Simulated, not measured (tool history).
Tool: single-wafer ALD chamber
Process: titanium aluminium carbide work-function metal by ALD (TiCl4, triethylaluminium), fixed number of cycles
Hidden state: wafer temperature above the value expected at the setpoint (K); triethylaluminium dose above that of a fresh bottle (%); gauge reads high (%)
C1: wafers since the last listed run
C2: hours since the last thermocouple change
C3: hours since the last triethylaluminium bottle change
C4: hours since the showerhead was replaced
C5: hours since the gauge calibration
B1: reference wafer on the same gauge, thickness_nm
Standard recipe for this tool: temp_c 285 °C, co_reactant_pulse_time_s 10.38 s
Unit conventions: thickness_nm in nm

Run 1, hour 0: usual settings but temp_c 297 °C, co_reactant_pulse_time_s 12.96 s; C1 0; C2 1712.8; C3 564.8; C4 5275.7; C5 375.7; B1 1.721. Result: thickness_nm 2.076 nm.
Run 2, hour 48: usual settings but temp_c 297 °C, co_reactant_pulse_time_s 12.96 s; C1 518; C2 1760.8; C3 612.8; C4 5323.7; C5 423.7; B1 1.72. Result: thickness_nm 2.074 nm.
Run 3, hour 110.1: usual settings but temp_c 297 °C, co_reactant_pulse_time_s 12.96 s; C1 670; C2 1822.9; C3 674.9; C4 5385.8; C5 485.8; B1 1.721. Result: thickness_nm 2.067 nm.
Run 4, hour 162.3: usual settings but co_reactant_pulse_time_s 7.19 s; C1 563; C2 1875.1; C3 727.1; C4 5438; C5 538; B1 1.72. Result: thickness_nm 1.815 nm.
Run 5, hour 196.4: usual settings but co_reactant_pulse_time_s 7.19 s; C1 368; C2 1909.2; C3 761.2; C4 5472.1; C5 572.1; B1 1.721. Result: thickness_nm 1.814 nm.
Run 6, hour 264.4: usual settings; C1 734; C2 1977.2; C3 829.2; C4 5540.1; C5 640.1; B1 1.719. Result: thickness_nm 1.929 nm.
Run 7, hour 296.1: usual settings; C1 342; C2 2008.9; C3 860.9; C4 5571.8; C5 671.8; B1 1.72. Result: thickness_nm 1.929 nm.
At hour 323.6: gauge calibrated.
At hour 401: triethylaluminium bottle replaced.
At hour 421.8: thermocouple changed; heater temperature recalibrated.
Run 8, hour 422.3: usual settings; C1 1189; C2 0.5; C3 21.3; C4 5698; C5 98.7; B1 1.72. Result: thickness_nm 1.983 nm.
Run 9, hour 454.9: usual settings but temp_c 293 °C, co_reactant_pulse_time_s 7.17 s; C1 351; C2 33.1; C3 53.9; C4 5730.6; C5 131.3; B1 1.719. Result: thickness_nm 1.928 nm.
Run 10, hour 485.2: usual settings but temp_c 299 °C, co_reactant_pulse_time_s 7.9 s; C1 327; C2 63.4; C3 84.2; C4 5760.9; C5 161.6; B1 1.718. Result: thickness_nm 2.014 nm.
Run 11, hour 512.3: usual settings; C1 292; C2 90.5; C3 111.3; C4 5788; C5 188.7; B1 1.721. Result: thickness_nm 1.986 nm.
Run 12, hour 537.2: usual settings; C1 268; C2 115.4; C3 136.2; C4 5812.9; C5 213.6; B1 1.719. Result: thickness_nm 1.979 nm.
Run 13, hour 586.7: usual settings but co_reactant_pulse_time_s 6.63 s; C1 534; C2 164.9; C3 185.7; C4 5862.4; C5 263.1; B1 1.721. Result: thickness_nm 1.821 nm.
At hour 601.7: showerhead replaced.
Run 14, hour 614.5: usual settings but temp_c 292 °C, co_reactant_pulse_time_s 6.6 s; C1 213; C2 192.7; C3 213.5; C4 12.8; C5 290.9; B1 1.721. Result: thickness_nm 1.881 nm.
Run 15, hour 681.8: usual settings; C1 726; C2 260; C3 280.8; C4 80.1; C5 358.2; B1 1.72. Result: thickness_nm 1.966 nm.
Run 16, hour 717.9: usual settings but temp_c 275 °C, co_reactant_pulse_time_s 13.05 s; C1 389; C2 296.1; C3 316.9; C4 116.2; C5 394.3; B1 1.721. Result: thickness_nm 1.928 nm.
Run 17, hour 770.5: usual settings but temp_c 291 °C, co_reactant_pulse_time_s 13.14 s; C1 567; C2 348.7; C3 369.5; C4 168.8; C5 446.9; B1 1.72. Result: thickness_nm 2.052 nm.

For some of the steps in thickness_nm from one run to the next: how much would appear even if the tool had no hidden state, given the settings, what came in and random variation, and how much remains for the hidden state plus any gauge scatter that the measured result and the result without hidden state don't share?
Run 3 -> 4: temp_c 297 -> 285, co_reactant_pulse_time_s 12.96 -> 7.19. thickness_nm -0.252 nm: hidden state -0.028, all else -0.224.
Run 7 -> 8: gauge calibrated, triethylaluminium bottle replaced, thermocouple changed; heater temperature recalibrated. thickness_nm +0.054 nm: hidden state +0.056, all else -0.002.
